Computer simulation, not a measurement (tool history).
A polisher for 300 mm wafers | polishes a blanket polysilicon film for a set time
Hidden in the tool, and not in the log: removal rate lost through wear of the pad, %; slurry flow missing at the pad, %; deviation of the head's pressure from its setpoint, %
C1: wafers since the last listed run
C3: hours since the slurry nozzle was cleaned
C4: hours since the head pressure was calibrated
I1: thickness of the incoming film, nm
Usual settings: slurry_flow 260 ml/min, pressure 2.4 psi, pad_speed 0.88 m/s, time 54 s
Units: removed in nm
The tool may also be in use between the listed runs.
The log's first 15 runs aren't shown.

-- hour=1035.3 worn pad replaced by a new one
-- hour=1058 head pressure recalibrated
run 16 hour=1087.8 | slurry_flow=280 pressure=2.4 pad_speed=0.88 time=54 | C1=522 wafers_polished_on_this_pad=315 C3=386.1 C4=29.8 | I1=943.4 | removed=407.6
-- hour=1136.1 slurry nozzle cleaned
run 17 hour=1138.4 | slurry_flow=280 pressure=2.4 pad_speed=0.88 time=54 | C1=309 wafers_polished_on_this_pad=624 C3=2.3 C4=80.4 | I1=954.8 | removed=402
run 18 hour=1192.1 | slurry_flow=175 pressure=2.4 pad_speed=1.04 time=54 | C1=335 wafers_polished_on_this_pad=960 C3=56 C4=134.1 | I1=939.6 | removed=421.1
run 19 hour=1240 | slurry_flow=260 pressure=2.4 pad_speed=0.88 time=65 | C1=299 wafers_polished_on_this_pad=1259 C3=103.9 C4=182 | I1=929.5 | removed=471.4
run 20 hour=1304.2 | slurry_flow=285 pressure=2.4 pad_speed=0.78 time=43 | C1=400 wafers_polished_on_this_pad=1659 C3=168.1 C4=246.2 | I1=927.7 | removed=276.6
run 21 hour=1367.4 | slurry_flow=230 pressure=3.1 pad_speed=0.88 time=54 | C1=394 wafers_polished_on_this_pad=2054 C3=231.3 C4=309.4 | I1=951.7 | removed=450.9
run 22 hour=1417.3 | slurry_flow=285 pressure=1.7 pad_speed=1.04 time=41 | C1=311 wafers_polished_on_this_pad=2365 C3=281.2 C4=359.3 | I1=936.9 | removed=235.8
run 23 hour=1464.8 | slurry_flow=260 pressure=2.4 pad_speed=0.88 time=54 | C1=296 wafers_polished_on_this_pad=2662 C3=328.7 C4=406.8 | I1=940.5 | removed=348.2
-- hour=1544.1 worn pad replaced by a new one
run 24 hour=1546 | slurry_flow=260 pressure=2.4 pad_speed=0.88 time=54 | C1=481 wafers_polished_on_this_pad=11 C3=409.9 C4=488 | I1=945.6 | removed=381
-- hour=1568.6 slurry nozzle cleaned
-- hour=1586.7 head pressure recalibrated
run 25 hour=1598.6 | slurry_flow=185 pressure=3 pad_speed=0.7 time=54 | C1=309 wafers_polished_on_this_pad=321 C3=30 C4=11.9 | I1=938.3 | removed=411
run 26 hour=1664.4 | slurry_flow=260 pressure=2.4 pad_speed=0.88 time=54 | C1=410 wafers_polished_on_this_pad=732 C3=95.8 C4=77.7 | I1=944.9 | removed=403.9
run 27 hour=1700.4 | slurry_flow=260 pressure=3.1 pad_speed=0.88 time=54 | C1=224 wafers_polished_on_this_pad=957 C3=131.8 C4=113.7 | I1=944.4 | removed=490.2
run 28 hour=1747 | slurry_flow=225 pressure=1.7 pad_speed=0.88 time=71 | C1=290 wafers_polished_on_this_pad=1247 C3=178.4 C4=160.3 | I1=950.2 | removed=391.6
run 29 hour=1837.9 | slurry_flow=260 pressure=2.4 pad_speed=0.88 time=54 | C1=567 wafers_polished_on_this_pad=1815 C3=269.3 C4=251.2 | I1=948.8 | removed=381.4
run 30 hour=1920.6 | slurry_flow=320 pressure=2.7 pad_speed=0.88 time=62 | C1=516 wafers_polished_on_this_pad=2331 C3=352 C4=333.9 | I1=936.9 | removed=465.1
run 31 hour=2015.9 | slurry_flow=260 pressure=2.4 pad_speed=0.88 time=54 | C1=594 wafers_polished_on_this_pad=2926 C3=447.3 C4=429.2 | I1=927.5 | removed=347.1
-- hour=2022.9 worn pad replaced by a new one
-- hour=2035.2 slurry nozzle cleaned
-- hour=2061 head pressure recalibrated
run 32 hour=2069.6 | slurry_flow=260 pressure=2.4 pad_speed=0.72 time=54 | C1=291 wafers_polished_on_this_pad=272 C3=34.4 C4=8.6 | I1=938.1 | removed=344.9
run 33 hour=2118.6 | slurry_flow=260 pressure=2.4 pad_speed=0.88 time=54 | C1=305 wafers_polished_on_this_pad=578 C3=83.4 C4=57.6 | I1=935.6 | removed=400
run 34 hour=2168.6 | slurry_flow=260 pressure=1.9 pad_speed=0.88 time=69 | C1=312 wafers_polished_on_this_pad=890 C3=133.4 C4=107.6 | I1=926.8 | removed=413.7
run 35 hour=2262.1 | slurry_flow=330 pressure=2.1 pad_speed=1 time=67 | C1=583 wafers_polished_on_this_pad=1474 C3=226.9 C4=201.1 | I1=925 | removed=468.3

Forecast each of these 5 alternatives for the next run:
run A hour=2262.5 | slurry_flow=260 pressure=2.4 pad_speed=0.66 time=54 | C1=2 wafers_polished_on_this_pad=1476 C3=227.3 C4=201.5 | I1=939.2 | removed=?
run B hour=2262.5 | slurry_flow=260 pressure=2.9 pad_speed=0.88 time=54 | C1=2 wafers_polished_on_this_pad=1476 C3=227.3 C4=201.5 | I1=939.2 | removed=?
run C hour=2262.5 | slurry_flow=260 pressure=2.8 pad_speed=0.88 time=54 | C1=2 wafers_polished_on_this_pad=1476 C3=227.3 C4=201.5 | I1=939.2 | removed=?
run D hour=2262.5 | slurry_flow=225 pressure=2.1 pad_speed=0.58 time=54 | C1=2 wafers_polished_on_this_pad=1476 C3=227.3 C4=201.5 | I1=939.2 | removed=?
run E hour=2262.5 | slurry_flow=260 pressure=1.9 pad_speed=0.88 time=61 | C1=2 wafers_polished_on_this_pad=1476 C3=227.3 C4=201.5 | I1=939.2 | removed=?

run=A removed=310.7
run=B removed=438
run=C removed=425.4
run=D removed=255.2
run=E removed=352.7
Without the tool's hidden state the same runs would have given:
run=A removed=339.9
run=B removed=479.2
run=C removed=465.4
run=D removed=279.2
run=E removed=385.9

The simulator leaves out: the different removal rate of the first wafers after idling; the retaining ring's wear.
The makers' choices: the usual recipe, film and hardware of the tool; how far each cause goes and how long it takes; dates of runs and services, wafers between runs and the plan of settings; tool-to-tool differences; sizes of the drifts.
